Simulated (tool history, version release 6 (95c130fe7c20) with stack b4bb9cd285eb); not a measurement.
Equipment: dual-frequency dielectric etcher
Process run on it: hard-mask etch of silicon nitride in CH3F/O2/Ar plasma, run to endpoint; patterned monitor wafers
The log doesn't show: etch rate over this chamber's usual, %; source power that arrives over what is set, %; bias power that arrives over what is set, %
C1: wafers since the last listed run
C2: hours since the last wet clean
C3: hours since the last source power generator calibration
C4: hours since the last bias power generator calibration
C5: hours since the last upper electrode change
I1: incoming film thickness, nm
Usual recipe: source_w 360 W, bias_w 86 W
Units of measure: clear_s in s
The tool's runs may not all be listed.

{"run": 1, "hour": 0.0, "source_w": 360, "bias_w": 86, "C1": 0, "C2": 318.4, "C3": 2937.2, "C4": 1709.5, "C5": 3822.8, "I1": 26.91, "clear_s": 37.7}
{"run": 2, "hour": 15.2, "source_w": 360, "bias_w": 71, "C1": 115, "C2": 333.6, "C3": 2952.4, "C4": 1724.7, "C5": 3838.0, "I1": 27.06, "clear_s": 41.2}
{"run": 3, "hour": 33.2, "source_w": 360, "bias_w": 71, "C1": 136, "C2": 351.6, "C3": 2970.4, "C4": 1742.7, "C5": 3856.0, "I1": 27.25, "clear_s": 41.3}
{"run": 4, "hour": 46.1, "source_w": 360, "bias_w": 71, "C1": 97, "C2": 364.5, "C3": 2983.3, "C4": 1755.6, "C5": 3868.9, "I1": 27.07, "clear_s": 41.2}
{"run": 5, "hour": 61.6, "source_w": 360, "bias_w": 86, "C1": 117, "C2": 380.0, "C3": 2998.8, "C4": 1771.1, "C5": 3884.4, "I1": 26.99, "clear_s": 38.3}
{"run": 6, "hour": 73.2, "source_w": 420, "bias_w": 77, "C1": 88, "C2": 391.6, "C3": 3010.4, "C4": 1782.7, "C5": 3896.0, "I1": 27.3, "clear_s": 37.6}
{"run": 7, "hour": 79.4, "source_w": 420, "bias_w": 77, "C1": 47, "C2": 397.8, "C3": 3016.6, "C4": 1788.9, "C5": 3902.2, "I1": 27.24, "clear_s": 37.6}
{"run": 8, "hour": 95.0, "source_w": 360, "bias_w": 76, "C1": 118, "C2": 413.4, "C3": 3032.2, "C4": 1804.5, "C5": 3917.8, "I1": 27.09, "clear_s": 40.7}
{"run": 9, "hour": 111.5, "source_w": 360, "bias_w": 76, "C1": 125, "C2": 429.9, "C3": 3048.7, "C4": 1821.0, "C5": 3934.3, "I1": 27.47, "clear_s": 41.0}
{"hour": 132.1, "done": "source power generator calibrated"}
{"run": 10, "hour": 132.6, "source_w": 360, "bias_w": 76, "C1": 129, "C2": 451.0, "C3": 0.5, "C4": 1842.1, "C5": 3955.4, "I1": 27.35, "clear_s": 40.6}
{"hour": 137.9, "done": "bias power generator calibrated"}
{"run": 11, "hour": 138.4, "source_w": 360, "bias_w": 86, "C1": 13, "C2": 456.8, "C3": 6.3, "C4": 0.5, "C5": 3961.2, "I1": 27.24, "clear_s": 38.7}
{"run": 12, "hour": 152.2, "source_w": 360, "bias_w": 86, "C1": 104, "C2": 470.6, "C3": 20.1, "C4": 14.3, "C5": 3975.0, "I1": 27.32, "clear_s": 38.8}
{"run": 13, "hour": 169.9, "source_w": 360, "bias_w": 102, "C1": 134, "C2": 488.3, "C3": 37.8, "C4": 32.0, "C5": 3992.7, "I1": 27.27, "clear_s": 36.3}
{"hour": 202.6, "done": "wet clean of the chamber"}
{"run": 14, "hour": 219.9, "source_w": 360, "bias_w": 100, "C1": 197, "C2": 17.3, "C3": 87.8, "C4": 82.0, "C5": 4042.7, "I1": 27.06, "clear_s": 35.4}
{"hour": 249.9, "done": "upper electrode replaced"}
{"run": 15, "hour": 250.4, "source_w": 360, "bias_w": 86, "C1": 49, "C2": 47.8, "C3": 118.3, "C4": 112.5, "C5": 0.5, "I1": 27.13, "clear_s": 37.8}
{"run": 16, "hour": 250.8, "source_w": 360, "bias_w": 86, "C1": 3, "C2": 48.2, "C3": 118.7, "C4": 112.9, "C5": 0.9, "I1": 27.19, "clear_s": 38.0}
{"run": 17, "hour": 252.9, "source_w": 360, "bias_w": 96, "C1": 15, "C2": 50.3, "C3": 120.8, "C4": 115.0, "C5": 3.0, "I1": 27.38, "clear_s": 36.5}
{"run": 18, "hour": 263.3, "source_w": 360, "bias_w": 98, "C1": 78, "C2": 60.7, "C3": 131.2, "C4": 125.4, "C5": 13.4, "I1": 26.96, "clear_s": 35.6}
{"run": 19, "hour": 280.0, "source_w": 360, "bias_w": 77, "C1": 126, "C2": 77.4, "C3": 147.9, "C4": 142.1, "C5": 30.1, "I1": 27.26, "clear_s": 39.9}
{"run": 20, "hour": 291.6, "source_w": 390, "bias_w": 108, "C1": 88, "C2": 89.0, "C3": 159.5, "C4": 153.7, "C5": 41.7, "I1": 26.95, "clear_s": 33.1}
{"run": 21, "hour": 302.7, "source_w": 360, "bias_w": 86, "C1": 84, "C2": 100.1, "C3": 170.6, "C4": 164.8, "C5": 52.8, "I1": 27.26, "clear_s": 37.8}
{"run": 22, "hour": 311.6, "source_w": 360, "bias_w": 107, "C1": 67, "C2": 109.0, "C3": 179.5, "C4": 173.7, "C5": 61.7, "I1": 27.33, "clear_s": 35.3}
{"run": 23, "hour": 320.7, "source_w": 400, "bias_w": 100, "C1": 69, "C2": 118.1, "C3": 188.6, "C4": 182.8, "C5": 70.8, "I1": 27.37, "clear_s": 34.6}
{"run": 24, "hour": 336.5, "source_w": 430, "bias_w": 107, "C1": 119, "C2": 133.9, "C3": 204.4, "C4": 198.6, "C5": 86.6, "I1": 27.48, "clear_s": 32.6}
{"run": 25, "hour": 352.4, "source_w": 360, "bias_w": 86, "C1": 120, "C2": 149.8, "C3": 220.3, "C4": 214.5, "C5": 102.5, "I1": 27.15, "clear_s": 37.8}
{"run": 26, "hour": 362.6, "source_w": 360, "bias_w": 86, "C1": 77, "C2": 160.0, "C3": 230.5, "C4": 224.7, "C5": 112.7, "I1": 27.3, "clear_s": 38.3}

4 options for the next run, each taken on its own from the tool as it stands now. Forecast them:
{"run": "A", "hour": 363.0, "source_w": 290, "bias_w": 86, "C1": 3, "C2": 160.4, "C3": 230.9, "C4": 225.1, "C5": 113.1, "I1": 27.31, "clear_s": "?"}
{"run": "B", "hour": 363.0, "source_w": 430, "bias_w": 68, "C1": 3, "C2": 160.4, "C3": 230.9, "C4": 225.1, "C5": 113.1, "I1": 27.31, "clear_s": "?"}
{"run": "C", "hour": 363.0, "source_w": 420, "bias_w": 107, "C1": 3, "C2": 160.4, "C3": 230.9, "C4": 225.1, "C5": 113.1, "I1": 27.31, "clear_s": "?"}
{"run": "D", "hour": 363.0, "source_w": 290, "bias_w": 67, "C1": 3, "C2": 160.4, "C3": 230.9, "C4": 225.1, "C5": 113.1, "I1": 27.31, "clear_s": "?"}

run=A clear_s=42.5
run=B clear_s=38.7
run=C clear_s=32.7
run=D clear_s=46.9
Take away the tool's hidden state, keep each run's random variation, and the runs would have read:
run=A clear_s=41.9
run=B clear_s=38.1
run=C clear_s=32.2
run=D clear_s=46.3
